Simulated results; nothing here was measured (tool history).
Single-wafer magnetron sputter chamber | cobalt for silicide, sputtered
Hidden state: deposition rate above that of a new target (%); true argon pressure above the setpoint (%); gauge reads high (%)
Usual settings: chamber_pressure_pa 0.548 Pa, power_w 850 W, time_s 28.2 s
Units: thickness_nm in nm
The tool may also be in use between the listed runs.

run,hour,chamber_pressure_pa,power_w,time_s,wafers since the last listed run,wafers on the sputter target,hours since the last manometer calibration,hours since the magnet pack was replaced,hours since the gauge calibration,"read-back reference wafer on the same gauge, thickness_nm",thickness_nm
1,0.0,0.548,850,28.2,0,2803,1854.6,3058.0,1444.5,10.739,10.649
2,75.1,0.548,850,28.2,2138,4941,1929.7,3133.1,1519.6,10.726,10.615
3,138.6,0.548,850,28.2,1807,6749,1993.2,3196.6,1583.1,10.716,10.637
4,176.7,0.548,850,28.2,1084,7834,2031.3,3234.7,1621.2,10.707,10.602
5,239.7,0.548,850,28.2,1793,9627,2094.3,3297.7,1684.2,10.694,10.616
6,283.5,0.548,700,28.2,1247,10874,2138.1,3341.5,1728.0,10.701,9.446
# hour 365.4: sputter target and shields replaced
7,365.9,0.548,700,28.2,2118,15,2220.5,3423.9,1810.4,10.668,9.436
8,422.9,0.548,700,28.2,1622,1638,2277.5,3480.9,1867.4,10.659,9.414
9,513.5,0.548,850,29.4,2579,4217,2368.1,3571.5,1958.0,10.641,10.992
# hour 537.2: gauge calibrated
10,571.6,0.548,850,29.4,1654,5872,2426.2,3629.6,34.4,10.911,11.249
11,641.4,0.548,850,28.2,1987,7859,2496.0,3699.4,104.2,10.924,10.861
# hour 713.8: magnet pack replaced
12,723.0,0.548,850,28.2,2095,9954,2577.6,9.2,185.8,10.917,10.732
13,792.2,0.548,850,28.2,1970,11925,2646.8,78.4,255.0,10.923,10.791
14,862.2,0.548,850,28.2,1993,13918,2716.8,148.4,325.0,10.932,10.846
15,916.7,0.548,850,28.2,1551,15469,2771.3,202.9,379.5,10.932,10.841
# hour 939.4: sputter target and shields replaced
16,975.1,0.548,850,28.2,1434,1017,2829.7,261.3,437.9,10.925,10.792
17,1034.1,0.548,850,22.7,1679,2696,2888.7,320.3,496.9,10.913,8.710
# hour 1131.8: capacitance manometer re-zeroed and calibrated
18,1132.3,0.548,1050,28.2,2568,5265,0.5,418.5,595.1,10.898,12.367
19,1233.9,0.548,750,26.7,2892,8157,102.1,520.1,696.7,10.895,9.435
20,1336.3,0.428,850,30.8,2915,11073,204.5,622.5,799.1,10.880,12.263
21,1391.1,0.548,700,28.2,1560,12633,259.3,677.3,853.9,10.872,9.623
# hour 1419.8: sputter target and shields replaced
22,1476.5,0.742,850,28.2,2203,1613,344.7,762.7,939.3,10.885,10.171
23,1522.3,0.408,850,28.2,1304,2917,390.5,808.5,985.1,10.861,11.233
24,1599.3,0.410,750,24.2,2192,5109,467.5,885.5,1062.1,10.848,8.936
25,1638.8,0.548,850,28.2,1124,6234,507.0,925.0,1101.6,10.858,10.768
26,1710.8,0.548,850,28.2,2049,8284,579.0,997.0,1173.6,10.826,10.651
27,1797.4,0.548,850,28.2,2465,10749,665.6,1083.6,1260.2,10.838,10.759
28,1836.8,0.418,800,32.6,1121,11871,705.0,1123.0,1299.6,10.830,12.484
29,1886.3,0.684,800,32.9,1409,13280,754.5,1172.5,1349.1,10.811,11.617
30,1956.0,0.548,850,28.2,1984,15265,824.2,1242.2,1418.8,10.800,10.714
# hour 1992.0: sputter target and shields replaced
31,1997.7,0.548,850,28.2,959,161,865.9,1283.9,1460.5,10.807,10.767
32,2074.4,0.548,850,28.2,2183,2345,942.6,1360.6,1537.2,10.779,10.677
33,2161.7,0.658,950,28.2,2485,4830,1029.9,1447.9,1624.5,10.760,11.074
34,2208.0,0.548,1000,28.2,1318,6148,1076.2,1494.2,1670.8,10.741,11.820
35,2300.3,0.437,650,28.2,2627,8776,1168.5,1586.5,1763.1,10.729,9.427

The same runs without the tool's hidden state, with the same run-to-run variation:
run,thickness_nm
1,10.805
2,10.784
3,10.818
4,10.791
5,10.817
6,9.633
7,9.639
8,9.629
9,11.265
10,11.224
11,10.836
12,10.709
13,10.770
14,10.827
15,10.825
16,10.779
17,8.702
18,12.363
19,9.439
20,12.279
21,9.640
22,10.198
23,11.269
24,8.972
25,10.817
26,10.709
27,10.831
28,12.575
29,11.710
30,10.811
31,10.872
32,10.795
33,11.214
34,11.981
35,9.572
